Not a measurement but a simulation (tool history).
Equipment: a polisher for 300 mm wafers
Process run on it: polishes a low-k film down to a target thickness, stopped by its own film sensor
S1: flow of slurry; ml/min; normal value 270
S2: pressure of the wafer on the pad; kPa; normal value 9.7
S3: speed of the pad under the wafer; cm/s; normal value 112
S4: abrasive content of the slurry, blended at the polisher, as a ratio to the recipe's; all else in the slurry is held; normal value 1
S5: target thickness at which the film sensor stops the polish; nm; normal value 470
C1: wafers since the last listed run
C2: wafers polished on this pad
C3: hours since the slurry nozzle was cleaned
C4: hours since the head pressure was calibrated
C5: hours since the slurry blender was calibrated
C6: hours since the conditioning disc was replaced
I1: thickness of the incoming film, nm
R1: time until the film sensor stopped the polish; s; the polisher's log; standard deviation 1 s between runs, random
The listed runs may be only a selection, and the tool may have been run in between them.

{"run": 1, "day": 0.0, "S1": 270, "S2": 9.7, "S3": 82, "S4": 1.1, "S5": 470, "C1": 0, "C2": 966, "C3": 654.4, "C4": 763, "C5": 392.2, "C6": 127.8, "I1": 483.1, "R1": 60.2}
{"run": 2, "day": 0.558, "S1": 270, "S2": 9.7, "S3": 82, "S4": 1.1, "S5": 470, "C1": 105, "C2": 1071, "C3": 667.8, "C4": 776.4, "C5": 405.6, "C6": 141.2, "I1": 495.1, "R1": 114}
{"day": 0.921, "done": "worn pad replaced by a new one"}
{"run": 3, "day": 0.942, "S1": 270, "S2": 9.7, "S3": 112, "S4": 1, "S5": 470, "C1": 40, "C2": 4, "C3": 677, "C4": 785.6, "C5": 414.8, "C6": 150.4, "I1": 493.9, "R1": 97.4}
{"run": 4, "day": 1.321, "S1": 270, "S2": 9.7, "S3": 112, "S4": 1.1, "S5": 470, "C1": 71, "C2": 75, "C3": 686.1, "C4": 794.7, "C5": 423.9, "C6": 159.5, "I1": 495.8, "R1": 97.3}
{"run": 5, "day": 1.929, "S1": 270, "S2": 9.7, "S3": 112, "S4": 1.1, "S5": 470, "C1": 114, "C2": 190, "C3": 700.7, "C4": 809.3, "C5": 438.5, "C6": 174.1, "I1": 493.6, "R1": 89.9}
{"day": 2.262, "done": "conditioning disc replaced and pad reconditioned"}
{"run": 6, "day": 2.654, "S1": 270, "S2": 9.7, "S3": 112, "S4": 1.1, "S5": 470, "C1": 120, "C2": 310, "C3": 718.1, "C4": 826.7, "C5": 455.9, "C6": 9.4, "I1": 484.3, "R1": 53.1}
{"day": 2.938, "done": "slurry blender recalibrated"}
{"run": 7, "day": 3.088, "S1": 270, "S2": 9.7, "S3": 112, "S4": 1, "S5": 470, "C1": 65, "C2": 376, "C3": 728.5, "C4": 837.1, "C5": 3.6, "C6": 19.8, "I1": 486.5, "R1": 58.1}
{"run": 8, "day": 3.354, "S1": 270, "S2": 9.7, "S3": 112, "S4": 1, "S5": 470, "C1": 50, "C2": 427, "C3": 734.9, "C4": 843.5, "C5": 10, "C6": 26.2, "I1": 493.7, "R1": 82.9}
{"run": 9, "day": 3.825, "S1": 270, "S2": 9.7, "S3": 112, "S4": 1, "S5": 470, "C1": 88, "C2": 515, "C3": 746.2, "C4": 854.8, "C5": 21.3, "C6": 37.5, "I1": 489.7, "R1": 70.8}
{"run": 10, "day": 4.517, "S1": 270, "S2": 9.7, "S3": 134, "S4": 1, "S5": 470, "C1": 130, "C2": 645, "C3": 762.8, "C4": 871.4, "C5": 37.9, "C6": 54.1, "I1": 492.6, "R1": 72}
{"run": 11, "day": 4.933, "S1": 270, "S2": 9.7, "S3": 100, "S4": 1, "S5": 470, "C1": 78, "C2": 724, "C3": 772.8, "C4": 881.4, "C5": 47.9, "C6": 64.1, "I1": 497.6, "R1": 104.5}
{"run": 12, "day": 5.588, "S1": 270, "S2": 9, "S3": 80, "S4": 0.9, "S5": 470, "C1": 123, "C2": 847, "C3": 788.5, "C4": 897.1, "C5": 63.6, "C6": 79.8, "I1": 494, "R1": 127.1}
{"day": 5.983, "done": "slurry nozzle cleaned"}
{"run": 13, "day": 6.288, "S1": 270, "S2": 9.7, "S3": 112, "S4": 1, "S5": 470, "C1": 123, "C2": 971, "C3": 7.3, "C4": 913.9, "C5": 80.4, "C6": 96.6, "I1": 492.4, "R1": 79}
{"run": 14, "day": 6.621, "S1": 345, "S2": 9.7, "S3": 112, "S4": 1, "S5": 470, "C1": 62, "C2": 1034, "C3": 15.3, "C4": 921.9, "C5": 88.4, "C6": 104.6, "I1": 489.1, "R1": 67.1}
{"day": 6.825, "done": "worn pad replaced by a new one"}
{"run": 15, "day": 7.25, "S1": 315, "S2": 8.3, "S3": 128, "S4": 0.9, "S5": 470, "C1": 87, "C2": 80, "C3": 30.4, "C4": 937, "C5": 103.5, "C6": 119.7, "I1": 483.2, "R1": 54.1}
{"run": 16, "day": 7.871, "S1": 270, "S2": 10.3, "S3": 112, "S4": 1, "S5": 464, "C1": 116, "C2": 197, "C3": 45.3, "C4": 951.9, "C5": 118.4, "C6": 134.6, "I1": 493.6, "R1": 101.4}
{"run": 17, "day": 8.129, "S1": 270, "S2": 6.2, "S3": 98, "S4": 1, "S5": 465, "C1": 48, "C2": 245, "C3": 51.5, "C4": 958.1, "C5": 124.6, "C6": 140.8, "I1": 494.3, "R1": 176.6}
{"run": 18, "day": 8.721, "S1": 240, "S2": 9.7, "S3": 112, "S4": 1, "S5": 474, "C1": 111, "C2": 357, "C3": 65.7, "C4": 972.3, "C5": 138.8, "C6": 155, "I1": 493.8, "R1": 73.9}
{"run": 19, "day": 9.079, "S1": 270, "S2": 12.4, "S3": 112, "S4": 1, "S5": 470, "C1": 67, "C2": 424, "C3": 74.3, "C4": 980.9, "C5": 147.4, "C6": 163.6, "I1": 495.5, "R1": 73}
{"day": 10.046, "done": "conditioning disc replaced and pad reconditioned"}
{"day": 10.208, "done": "head pressure recalibrated"}
{"run": 20, "day": 10.546, "S1": 270, "S2": 9.7, "S3": 112, "S4": 1, "S5": 470, "C1": 244, "C2": 669, "C3": 109.5, "C4": 8.1, "C5": 182.6, "C6": 12, "I1": 482.7, "R1": 47.7}
{"run": 21, "day": 10.858, "S1": 270, "S2": 9.7, "S3": 112, "S4": 1.1, "S5": 470, "C1": 58, "C2": 728, "C3": 117, "C4": 15.6, "C5": 190.1, "C6": 19.5, "I1": 485.7, "R1": 54.1}
{"run": 22, "day": 11.588, "S1": 270, "S2": 9.7, "S3": 112, "S4": 1, "S5": 470, "C1": 137, "C2": 865, "C3": 134.5, "C4": 33.1, "C5": 207.6, "C6": 37, "I1": 483.3, "R1": 48.4}
{"day": 12.212, "done": "worn pad replaced by a new one"}
{"run": 23, "day": 12.233, "S1": 350, "S2": 9.7, "S3": 112, "S4": 1, "S5": 470, "C1": 90, "C2": 4, "C3": 150, "C4": 48.6, "C5": 223.1, "C6": 52.5, "I1": 494.8, "R1": 92.1}
{"run": 24, "day": 12.429, "S1": 180, "S2": 8.3, "S3": 112, "S4": 0.9, "S5": 474, "C1": 36, "C2": 40, "C3": 154.7, "C4": 53.3, "C5": 227.8, "C6": 57.2, "I1": 495, "R1": 107.6}
{"run": 25, "day": 12.925, "S1": 270, "S2": 9.7, "S3": 112, "S4": 1.1, "S5": 470, "C1": 93, "C2": 134, "C3": 166.6, "C4": 65.2, "C5": 239.7, "C6": 69.1, "I1": 492.7, "R1": 78.1}
{"run": 26, "day": 13.475, "S1": 270, "S2": 9.7, "S3": 112, "S4": 1, "S5": 470, "C1": 103, "C2": 237, "C3": 179.8, "C4": 78.4, "C5": 252.9, "C6": 82.3, "I1": 490.6, "R1": 78.3}

Each row is a separate what-if for the run after 26, all from the same tool condition, not one after another. Results?
{"run": "A", "day": 13.492, "S1": 270, "S2": 9.7, "S3": 112, "S4": 1, "S5": 470, "C1": 3, "C2": 240, "C3": 180.2, "C4": 78.8, "C5": 253.3, "C6": 82.7, "I1": 487.6, "R1": "?"}
{"run": "B", "day": 13.492, "S1": 270, "S2": 9.7, "S3": 134, "S4": 0.85, "S5": 470, "C1": 3, "C2": 240, "C3": 180.2, "C4": 78.8, "C5": 253.3, "C6": 82.7, "I1": 487.6, "R1": "?"}
{"run": "C", "day": 13.492, "S1": 355, "S2": 11.7, "S3": 88, "S4": 1, "S5": 474, "C1": 3, "C2": 240, "C3": 180.2, "C4": 78.8, "C5": 253.3, "C6": 82.7, "I1": 487.6, "R1": "?"}
{"run": "D", "day": 13.492, "S1": 305, "S2": 9.7, "S3": 112, "S4": 1, "S5": 463, "C1": 3, "C2": 240, "C3": 180.2, "C4": 78.8, "C5": 253.3, "C6": 82.7, "I1": 487.6, "R1": "?"}

run=A R1=65.4
run=B R1=67.7
run=C R1=47.7
run=D R1=90.3
Stripped of hidden state, with their random variation kept, the same runs would have yielded:
run=A R1=60.1
run=B R1=61.4
run=C R1=43.8
run=D R1=83

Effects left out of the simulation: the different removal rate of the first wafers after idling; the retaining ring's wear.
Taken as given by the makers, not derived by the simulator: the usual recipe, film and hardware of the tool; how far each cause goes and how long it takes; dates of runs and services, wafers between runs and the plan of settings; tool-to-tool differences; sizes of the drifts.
